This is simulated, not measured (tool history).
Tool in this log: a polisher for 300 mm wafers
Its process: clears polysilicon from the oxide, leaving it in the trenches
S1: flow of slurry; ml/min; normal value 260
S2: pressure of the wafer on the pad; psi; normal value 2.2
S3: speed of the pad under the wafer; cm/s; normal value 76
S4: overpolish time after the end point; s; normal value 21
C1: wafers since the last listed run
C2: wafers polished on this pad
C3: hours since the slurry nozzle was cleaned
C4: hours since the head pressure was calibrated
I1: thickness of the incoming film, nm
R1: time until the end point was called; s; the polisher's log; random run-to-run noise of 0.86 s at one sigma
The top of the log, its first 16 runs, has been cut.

run,day,S1,S2,S3,S4,C1,C2,C3,C4,I1,R1
17,40.404,260,2.2,76,21,428,1227,171.7,915.2,443.0,53.2
# day 41.267: head pressure recalibrated
18,43.233,195,2.6,92,21,467,1694,239.6,47.2,441.3,40.8
19,46.025,260,2.2,76,21,475,2169,306.6,114.2,443.9,51.9
20,48.438,260,1.8,50,29,410,2580,364.5,172.1,442.4,79.8
21,50.379,260,1.9,76,15,330,2911,411.1,218.7,439.0,58.0
# day 54.217: slurry nozzle cleaned
22,54.317,260,1.9,66,30,663,3574,2.4,313.2,443.4,65.3
# day 54.838: worn pad replaced by a new one
23,56.662,260,2.2,76,21,371,310,58.7,369.5,440.3,50.7
24,58.546,340,2.2,86,21,320,631,103.9,414.7,437.3,46.3
25,60.758,260,2.6,64,21,376,1007,157.0,467.8,436.4,47.3
26,64.588,260,2.2,56,21,652,1660,248.9,559.7,445.4,60.6
27,66.271,260,1.4,68,28,286,1946,289.3,600.1,439.5,85.6
28,69.262,260,2.2,76,21,509,2456,361.1,671.9,435.8,51.1
# day 72.475: slurry nozzle cleaned
29,73.038,290,2.2,84,14,635,3091,13.5,762.5,443.6,48.7
# day 74.725: worn pad replaced by a new one
30,76.629,180,2.8,60,30,583,324,99.7,848.7,442.4,47.1
# day 77.546: head pressure recalibrated
31,79.208,260,2.2,76,21,424,749,161.6,39.9,432.4,50.8
32,86.846,260,2.2,76,21,1300,2049,344.9,223.2,436.4,50.7
33,88.696,260,2.2,76,16,315,2364,389.3,267.6,446.0,51.6
34,92.912,260,2.2,76,21,718,3082,490.5,368.8,434.1,49.5
# day 93.450: slurry nozzle cleaned
# day 94.404: worn pad replaced by a new one
35,95.067,260,2.2,76,21,331,112,38.8,420.5,439.5,51.3

Branching from run 35: 3 alternative next runs. What would each branch give?
A,95.083,260,2.2,76,21,2,115,39.2,420.9,440.4,?
B,95.083,225,2.2,76,21,2,115,39.2,420.9,440.4,?
C,95.083,345,2.5,76,16,2,115,39.2,420.9,440.4,?

run,R1
A,51.2
B,51.9
C,44.0
What these runs would have given with no unlogged condition in the tool:
run,R1
A,51.2
B,51.9
C,44.0

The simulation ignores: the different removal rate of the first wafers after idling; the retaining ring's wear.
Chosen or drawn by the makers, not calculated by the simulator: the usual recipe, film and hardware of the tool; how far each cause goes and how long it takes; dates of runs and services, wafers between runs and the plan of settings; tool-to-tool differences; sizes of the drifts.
